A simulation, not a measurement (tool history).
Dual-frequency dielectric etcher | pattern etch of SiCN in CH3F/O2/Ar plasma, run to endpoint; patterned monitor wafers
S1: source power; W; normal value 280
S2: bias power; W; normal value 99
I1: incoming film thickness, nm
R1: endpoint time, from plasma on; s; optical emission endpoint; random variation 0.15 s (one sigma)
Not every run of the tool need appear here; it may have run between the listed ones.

run,hour,S1,S2,I1,R1
1,0,280,99,10.83,30.9
2,97.7,280,99,10.73,30.2
3,169.4,280,99,10.88,30.6
4,238.5,280,99,10.8,30.5
5,283.5,280,99,10.75,30.3
6,348.7,280,117,10.8,28.6
7,454.6,280,117,10.61,28.6
8,538.6,280,117,10.73,28.8
9,626.3,280,99,10.84,30.7
10,752.9,280,99,10.64,30.2
11,778.5,280,86,10.84,32
12,853.3,280,99,10.92,30.9
13,900.8,220,111,10.84,31.8
14,961.9,280,99,10.84,30.4
15,1044.2,280,91,10.8,31.2
16,1126.9,280,99,10.79,30
17,1328.6,230,82,10.75,35.3
18,1378.6,260,88,10.79,32.7
19,1641.5,300,80,10.68,31.7
20,1723.1,320,89,10.88,30.1
21,1796.6,310,118,10.91,27.4
22,1856.5,310,79,10.93,31.6
23,1900.9,220,99,10.77,33
24,1961.2,250,110,10.74,29.8
25,2053.9,280,99,10.82,30.9
26,2145.8,280,99,10.87,30.9
27,2194.4,280,99,10.78,30.6
28,2261.7,220,78,10.8,36.3
29,2332.1,240,85,10.73,33.6
30,2520.6,280,99,10.79,30.2
31,2594.1,240,91,10.7,32.9
32,2634.1,340,77,10.87,30.8
33,2720.8,230,85,10.86,34.5
34,2761.6,250,99,10.93,31.6
35,2861.1,340,91,10.71,29.4

Missing from the log above: 8 entries noted between runs. For each, name the pair of listed runs it sits between and say how the tool's hidden condition differs from the listed run just before to the listed run just after:
Logged between run 6 and run 7: wet clean of the chamber (hour 439.2)
  etch rate over this chamber's usual, %: 1.72 -> -0.105
  what was measured, less what the result would be without the hidden state, R1: -0.5 -> +0.1 s
Logged between run 9 and run 10: upper electrode replaced (hour 752.4)
  etch rate over this chamber's usual, %: 0.547 -> 1.03
  what was measured, less what the result would be without the hidden state, R1: -0.2 -> -0.3 s
Logged between run 16 and run 17: wet clean of the chamber (hour 1261.2)
  etch rate over this chamber's usual, %: 2.45 -> 0.281
  what was measured, less what the result would be without the hidden state, R1: -0.7 -> -0.1 s
Logged between run 18 and run 19: source power generator calibrated (hour 1533.9)
  etch rate over this chamber's usual, %: 0.471 -> 1.47
  what was measured, less what the result would be without the hidden state, R1: -0.2 -> -0.4 s
Logged between run 21 and run 22: bias power generator calibrated (hour 1846.9)
  etch rate over this chamber's usual, %: 2.06 -> 2.29
  what was measured, less what the result would be without the hidden state, R1: -0.6 -> -0.7 s
Logged between run 24 and run 25: wet clean of the chamber (hour 2030.6)
  etch rate over this chamber's usual, %: 2.69 -> 0.00437
  what was measured, less what the result would be without the hidden state, R1: -0.8 -> +0 s
Logged between run 34 and run 35: wet clean of the chamber (hour 2854.2); upper electrode replaced (hour 2860.6)
  etch rate over this chamber's usual, %: 2.69 -> -0.119
  what was measured, less what the result would be without the hidden state, R1: -0.9 -> +0.1 s
